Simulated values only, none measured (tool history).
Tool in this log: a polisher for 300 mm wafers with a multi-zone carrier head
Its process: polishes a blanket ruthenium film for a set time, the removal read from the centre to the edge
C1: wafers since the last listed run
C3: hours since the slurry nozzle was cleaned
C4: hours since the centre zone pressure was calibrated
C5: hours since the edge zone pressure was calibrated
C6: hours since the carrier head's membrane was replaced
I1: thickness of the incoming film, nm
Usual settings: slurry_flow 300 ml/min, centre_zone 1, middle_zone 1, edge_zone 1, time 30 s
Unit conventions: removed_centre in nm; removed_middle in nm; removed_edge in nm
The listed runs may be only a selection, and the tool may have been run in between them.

run 1 hour=0 | slurry_flow=300 centre_zone=1 middle_zone=1 edge_zone=0.95 time=30 | C1=0 wafers_polished_on_this_pad=318 C3=82.8 C4=641.5 C5=348.9 C6=1513.2 | I1=597.3 | removed_centre=14.8 removed_middle=15.6 removed_edge=14.9
run 2 hour=20.9 | slurry_flow=300 centre_zone=1 middle_zone=1 edge_zone=0.95 time=30 | C1=119 wafers_polished_on_this_pad=438 C3=103.7 C4=662.4 C5=369.8 C6=1534.1 | I1=603.3 | removed_centre=14.7 removed_middle=15.6 removed_edge=14.7
run 3 hour=48.3 | slurry_flow=300 centre_zone=0.91 middle_zone=1 edge_zone=1.08 time=30 | C1=157 wafers_polished_on_this_pad=595 C3=131.1 C4=689.8 C5=397.2 C6=1561.5 | I1=597.1 | removed_centre=13 removed_middle=15.5 removed_edge=15.6
run 4 hour=63.2 | slurry_flow=300 centre_zone=0.91 middle_zone=1 edge_zone=1.08 time=30 | C1=85 wafers_polished_on_this_pad=680 C3=146 C4=704.7 C5=412.1 C6=1576.4 | I1=618.3 | removed_centre=13.4 removed_middle=15.9 removed_edge=15.5
-- hour=82.6 centre zone pressure recalibrated
run 5 hour=83.1 | slurry_flow=300 centre_zone=0.91 middle_zone=1 edge_zone=1.08 time=30 | C1=102 wafers_polished_on_this_pad=783 C3=165.9 C4=0.5 C5=432 C6=1596.3 | I1=612.9 | removed_centre=14.2 removed_middle=15.7 removed_edge=15.8
-- hour=134.4 carrier head's membrane replaced by a new one, of another model than before
-- hour=142.7 worn pad replaced by a new one
run 6 hour=143.2 | slurry_flow=260 centre_zone=1 middle_zone=1 edge_zone=1 time=30 | C1=293 wafers_polished_on_this_pad=2 C3=226 C4=60.6 C5=492.1 C6=8.8 | I1=601.8 | removed_centre=15.4 removed_middle=15.5 removed_edge=15
run 7 hour=159.5 | slurry_flow=260 centre_zone=1 middle_zone=1 edge_zone=1 time=30 | C1=93 wafers_polished_on_this_pad=96 C3=242.3 C4=76.9 C5=508.4 C6=25.1 | I1=615.9 | removed_centre=15.3 removed_middle=15.4 removed_edge=14.9
run 8 hour=193.4 | slurry_flow=300 centre_zone=1 middle_zone=0.94 edge_zone=1 time=30 | C1=194 wafers_polished_on_this_pad=290 C3=276.2 C4=110.8 C5=542.3 C6=59 | I1=605.8 | removed_centre=15.6 removed_middle=15.1 removed_edge=15
-- hour=194.8 slurry nozzle cleaned
-- hour=204.7 edge zone pressure recalibrated
run 9 hour=224.4 | slurry_flow=300 centre_zone=0.93 middle_zone=1 edge_zone=0.94 time=24 | C1=160 wafers_polished_on_this_pad=451 C3=29.6 C4=141.8 C5=19.7 C6=90 | I1=601 | removed_centre=11.9 removed_middle=12.5 removed_edge=11.6
run 10 hour=242.7 | slurry_flow=300 centre_zone=1 middle_zone=1 edge_zone=1 time=35 | C1=105 wafers_polished_on_this_pad=556 C3=47.9 C4=160.1 C5=38 C6=108.3 | I1=615.7 | removed_centre=18 removed_middle=18.1 removed_edge=17.8
run 11 hour=274.1 | slurry_flow=375 centre_zone=1 middle_zone=1 edge_zone=1 time=30 | C1=180 wafers_polished_on_this_pad=736 C3=79.3 C4=191.5 C5=69.4 C6=139.7 | I1=604.9 | removed_centre=16.1 removed_middle=16 removed_edge=15.4
run 12 hour=342 | slurry_flow=300 centre_zone=1 middle_zone=1 edge_zone=1.06 time=30 | C1=389 wafers_polished_on_this_pad=1126 C3=147.2 C4=259.4 C5=137.3 C6=207.6 | I1=613.4 | removed_centre=15.3 removed_middle=15.6 removed_edge=15.8
-- hour=357.2 worn pad replaced by a new one
run 13 hour=368.4 | slurry_flow=300 centre_zone=1 middle_zone=0.91 edge_zone=1 time=38 | C1=128 wafers_polished_on_this_pad=64 C3=173.6 C4=285.8 C5=163.7 C6=234 | I1=620.5 | removed_centre=19.5 removed_middle=19 removed_edge=19.1
run 14 hour=393.9 | slurry_flow=300 centre_zone=1 middle_zone=1 edge_zone=1 time=30 | C1=146 wafers_polished_on_this_pad=210 C3=199.1 C4=311.3 C5=189.2 C6=259.5 | I1=617.4 | removed_centre=15.2 removed_middle=15.5 removed_edge=15.2
run 15 hour=417 | slurry_flow=275 centre_zone=1 middle_zone=1 edge_zone=1 time=30 | C1=132 wafers_polished_on_this_pad=343 C3=222.2 C4=334.4 C5=212.3 C6=282.6 | I1=608.7 | removed_centre=15.3 removed_middle=15.4 removed_edge=14.8
run 16 hour=441.7 | slurry_flow=300 centre_zone=0.94 middle_zone=0.95 edge_zone=1 time=25 | C1=141 wafers_polished_on_this_pad=485 C3=246.9 C4=359.1 C5=237 C6=307.3 | I1=620.1 | removed_centre=12.3 removed_middle=12.7 removed_edge=12.5
run 17 hour=455.8 | slurry_flow=300 centre_zone=1 middle_zone=1 edge_zone=0.92 time=30 | C1=80 wafers_polished_on_this_pad=566 C3=261 C4=373.2 C5=251.1 C6=321.4 | I1=610.3 | removed_centre=15.2 removed_middle=15.7 removed_edge=14.7
-- hour=501.9 slurry nozzle cleaned
-- hour=538.7 worn pad replaced by a new one
run 18 hour=551.7 | slurry_flow=300 centre_zone=1 middle_zone=1 edge_zone=1 time=26 | C1=521 wafers_polished_on_this_pad=74 C3=49.8 C4=469.1 C5=347 C6=417.3 | I1=621.5 | removed_centre=13.4 removed_middle=13.6 removed_edge=13
run 19 hour=580.5 | slurry_flow=230 centre_zone=1 middle_zone=1 edge_zone=1.05 time=22 | C1=165 wafers_polished_on_this_pad=239 C3=78.6 C4=497.9 C5=375.8 C6=446.1 | I1=612.4 | removed_centre=10.8 removed_middle=11.2 removed_edge=11.1
run 20 hour=612.9 | slurry_flow=300 centre_zone=1 middle_zone=1 edge_zone=1 time=30 | C1=185 wafers_polished_on_this_pad=425 C3=111 C4=530.3 C5=408.2 C6=478.5 | I1=621.2 | removed_centre=15.4 removed_middle=15.7 removed_edge=15.1
run 21 hour=631 | slurry_flow=300 centre_zone=1 middle_zone=1.08 edge_zone=1.09 time=36 | C1=103 wafers_polished_on_this_pad=529 C3=129.1 C4=548.4 C5=426.3 C6=496.6 | I1=602.1 | removed_centre=18.2 removed_middle=19.4 removed_edge=19.3
run 22 hour=651.8 | slurry_flow=300 centre_zone=1 middle_zone=1.05 edge_zone=0.96 time=23 | C1=119 wafers_polished_on_this_pad=648 C3=149.9 C4=569.2 C5=447.1 C6=517.4 | I1=599.7 | removed_centre=11.9 removed_middle=12.4 removed_edge=11.4
run 23 hour=677.7 | slurry_flow=300 centre_zone=1 middle_zone=1 edge_zone=1 time=30 | C1=148 wafers_polished_on_this_pad=797 C3=175.8 C4=595.1 C5=473 C6=543.3 | I1=608.1 | removed_centre=15 removed_middle=15.4 removed_edge=15

Below are 3 alternative next runs, each starting from the tool's condition after run 23. Predict each:
run A hour=678.1 | slurry_flow=300 centre_zone=1 middle_zone=1 edge_zone=1 time=30 | C1=2 wafers_polished_on_this_pad=799 C3=176.2 C4=595.5 C5=473.4 C6=543.7 | I1=617.7 | removed_centre=? removed_middle=? removed_edge=?
run B hour=678.1 | slurry_flow=255 centre_zone=0.9 middle_zone=1 edge_zone=1 time=34 | C1=2 wafers_polished_on_this_pad=799 C3=176.2 C4=595.5 C5=473.4 C6=543.7 | I1=617.7 | removed_centre=? removed_middle=? removed_edge=?
run C hour=678.1 | slurry_flow=370 centre_zone=1 middle_zone=0.9 edge_zone=0.89 time=36 | C1=2 wafers_polished_on_this_pad=799 C3=176.2 C4=595.5 C5=473.4 C6=543.7 | I1=617.7 | removed_centre=? removed_middle=? removed_edge=?

run=A removed_centre=15.3 removed_middle=15.6 removed_edge=14.9
run=B removed_centre=15.9 removed_middle=17.4 removed_edge=16.6
run=C removed_centre=18.8 removed_middle=18.3 removed_edge=16.9
What these runs would have given with no unlogged condition in the tool:
run=A removed_centre=15.7 removed_middle=15.6 removed_edge=14.9
run=B removed_centre=16.3 removed_middle=17.4 removed_edge=16.6
run=C removed_centre=19.3 removed_middle=18.3 removed_edge=16.9
